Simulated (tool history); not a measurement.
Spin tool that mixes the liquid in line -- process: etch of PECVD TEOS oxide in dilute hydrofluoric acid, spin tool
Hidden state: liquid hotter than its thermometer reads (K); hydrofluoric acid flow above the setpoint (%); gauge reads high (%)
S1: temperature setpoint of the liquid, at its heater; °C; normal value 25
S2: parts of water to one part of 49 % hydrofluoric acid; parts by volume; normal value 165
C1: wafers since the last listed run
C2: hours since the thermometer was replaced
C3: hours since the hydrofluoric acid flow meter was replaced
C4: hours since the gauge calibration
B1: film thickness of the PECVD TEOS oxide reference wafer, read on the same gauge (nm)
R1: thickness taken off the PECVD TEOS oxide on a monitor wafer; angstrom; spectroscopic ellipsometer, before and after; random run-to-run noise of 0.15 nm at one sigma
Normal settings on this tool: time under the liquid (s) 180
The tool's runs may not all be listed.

run 1 hour=0 | S1=25 S2=165 time_under_the_liquid_(s)=125 | C1=0 C2=1101 C3=1078.4 C4=704.9 | B1=30 | R1=142.9
run 2 hour=7.7 | S1=25 S2=130 time_under_the_liquid_(s)=225 | C1=37 C2=1108.7 C3=1086.1 C4=712.6 | B1=30 | R1=341.4
run 3 hour=18.9 | S1=25 S2=130 time_under_the_liquid_(s)=225 | C1=55 C2=1119.9 C3=1097.3 C4=723.8 | B1=30 | R1=339.9
run 4 hour=26.8 | S1=25 S2=165 time_under_the_liquid_(s)=180 | C1=38 C2=1127.8 C3=1105.2 C4=731.7 | B1=30.01 | R1=209
run 5 hour=33.9 | S1=25 S2=165 time_under_the_liquid_(s)=180 | C1=35 C2=1134.9 C3=1112.3 C4=738.8 | B1=30 | R1=208.6
-- hour=45.7 gauge calibrated
run 6 hour=46.9 | S1=25 S2=165 time_under_the_liquid_(s)=180 | C1=64 C2=1147.9 C3=1125.3 C4=1.2 | B1=29.99 | R1=212.5
-- hour=60.9 hydrofluoric acid flow meter replaced
run 7 hour=61.6 | S1=25 S2=165 time_under_the_liquid_(s)=180 | C1=67 C2=1162.6 C3=0.7 C4=15.9 | B1=30 | R1=179.4
run 8 hour=78.9 | S1=25 S2=165 time_under_the_liquid_(s)=180 | C1=85 C2=1179.9 C3=18 C4=33.2 | B1=30.01 | R1=177.9
run 9 hour=88.6 | S1=25 S2=215 time_under_the_liquid_(s)=180 | C1=47 C2=1189.6 C3=27.7 C4=42.9 | B1=29.99 | R1=130.5
run 10 hour=94.8 | S1=25 S2=215 time_under_the_liquid_(s)=180 | C1=30 C2=1195.8 C3=33.9 C4=49.1 | B1=30.01 | R1=133
run 11 hour=101.4 | S1=24 S2=165 time_under_the_liquid_(s)=180 | C1=32 C2=1202.4 C3=40.5 C4=55.7 | B1=29.99 | R1=176.1
run 12 hour=113.2 | S1=28.5 S2=115 time_under_the_liquid_(s)=75 | C1=58 C2=1214.2 C3=52.3 C4=67.5 | B1=29.98 | R1=132.9
run 13 hour=120.3 | S1=25 S2=215 time_under_the_liquid_(s)=180 | C1=35 C2=1221.3 C3=59.4 C4=74.6 | B1=29.98 | R1=131.2
run 14 hour=134.8 | S1=26.5 S2=100 time_under_the_liquid_(s)=285 | C1=71 C2=1235.8 C3=73.9 C4=89.1 | B1=30 | R1=549.7
run 15 hour=145.3 | S1=25 S2=165 time_under_the_liquid_(s)=180 | C1=51 C2=1246.3 C3=84.4 C4=99.6 | B1=30.02 | R1=181.2
run 16 hour=152.4 | S1=25 S2=165 time_under_the_liquid_(s)=230 | C1=35 C2=1253.4 C3=91.5 C4=106.7 | B1=30 | R1=233.4
-- hour=163.8 thermometer replaced
run 17 hour=166.7 | S1=22 S2=105 time_under_the_liquid_(s)=110 | C1=65 C2=2.9 C3=105.8 C4=121 | B1=30 | R1=168.6
run 18 hour=176.8 | S1=25 S2=205 time_under_the_liquid_(s)=145 | C1=49 C2=13 C3=115.9 C4=131.1 | B1=29.99 | R1=114.1
run 19 hour=184.6 | S1=22.5 S2=235 time_under_the_liquid_(s)=220 | C1=38 C2=20.8 C3=123.7 C4=138.9 | B1=30.01 | R1=132.9
run 20 hour=198.8 | S1=27.5 S2=165 time_under_the_liquid_(s)=110 | C1=70 C2=35 C3=137.9 C4=153.1 | B1=29.98 | R1=124.2
run 21 hour=216.7 | S1=27.5 S2=130 time_under_the_liquid_(s)=80 | C1=88 C2=52.9 C3=155.8 C4=171 | B1=29.99 | R1=119.6
run 22 hour=234.6 | S1=27.5 S2=90 time_under_the_liquid_(s)=180 | C1=88 C2=70.8 C3=173.7 C4=188.9 | B1=30.01 | R1=415
run 23 hour=245.1 | S1=25 S2=140 time_under_the_liquid_(s)=255 | C1=51 C2=81.3 C3=184.2 C4=199.4 | B1=30 | R1=317.1
run 24 hour=262.8 | S1=27 S2=240 time_under_the_liquid_(s)=180 | C1=87 C2=99 C3=201.9 C4=217.1 | B1=29.99 | R1=126.3
run 25 hour=276.5 | S1=25 S2=165 time_under_the_liquid_(s)=290 | C1=67 C2=112.7 C3=215.6 C4=230.8 | B1=30 | R1=296.6
run 26 hour=289.9 | S1=25 S2=165 time_under_the_liquid_(s)=180 | C1=66 C2=126.1 C3=229 C4=244.2 | B1=30.01 | R1=188.4
run 27 hour=304.6 | S1=26.5 S2=100 time_under_the_liquid_(s)=265 | C1=72 C2=140.8 C3=243.7 C4=258.9 | B1=29.98 | R1=514.4
run 28 hour=315.3 | S1=26.5 S2=165 time_under_the_liquid_(s)=210 | C1=52 C2=151.5 C3=254.4 C4=269.6 | B1=30 | R1=229.8
run 29 hour=321.8 | S1=25 S2=165 time_under_the_liquid_(s)=255 | C1=32 C2=158 C3=260.9 C4=276.1 | B1=29.98 | R1=266.9
run 30 hour=332 | S1=25 S2=115 time_under_the_liquid_(s)=210 | C1=50 C2=168.2 C3=271.1 C4=286.3 | B1=30 | R1=329.9
run 31 hour=342.3 | S1=20 S2=90 time_under_the_liquid_(s)=135 | C1=50 C2=178.5 C3=281.4 C4=296.6 | B1=30.02 | R1=229
run 32 hour=378.8 | S1=25 S2=125 time_under_the_liquid_(s)=140 | C1=180 C2=215 C3=317.9 C4=333.1 | B1=29.99 | R1=201.5
run 33 hour=389.2 | S1=25 S2=165 time_under_the_liquid_(s)=145 | C1=51 C2=225.4 C3=328.3 C4=343.5 | B1=29.98 | R1=151

Had the tool no unlogged condition, and each run kept its random variation, what would the results have been?
run=1 R1=123.9
run=2 R1=296.9
run=3 R1=295.2
run=4 R1=180.6
run=5 R1=180.2
run=6 R1=183.3
run=7 R1=178.5
run=8 R1=176.6
run=9 R1=129.3
run=10 R1=131.7
run=11 R1=174.3
run=12 R1=131.4
run=13 R1=129.5
run=14 R1=542
run=15 R1=178.3
run=16 R1=229.5
run=17 R1=165.6
run=18 R1=111.7
run=19 R1=130
run=20 R1=121.3
run=21 R1=116.6
run=22 R1=404.2
run=23 R1=308.2
run=24 R1=122.2
run=25 R1=286.9
run=26 R1=181.9
run=27 R1=496.7
run=28 R1=221.1
run=29 R1=256.6
run=30 R1=317.3
run=31 R1=220.3
run=32 R1=192.7
run=33 R1=144

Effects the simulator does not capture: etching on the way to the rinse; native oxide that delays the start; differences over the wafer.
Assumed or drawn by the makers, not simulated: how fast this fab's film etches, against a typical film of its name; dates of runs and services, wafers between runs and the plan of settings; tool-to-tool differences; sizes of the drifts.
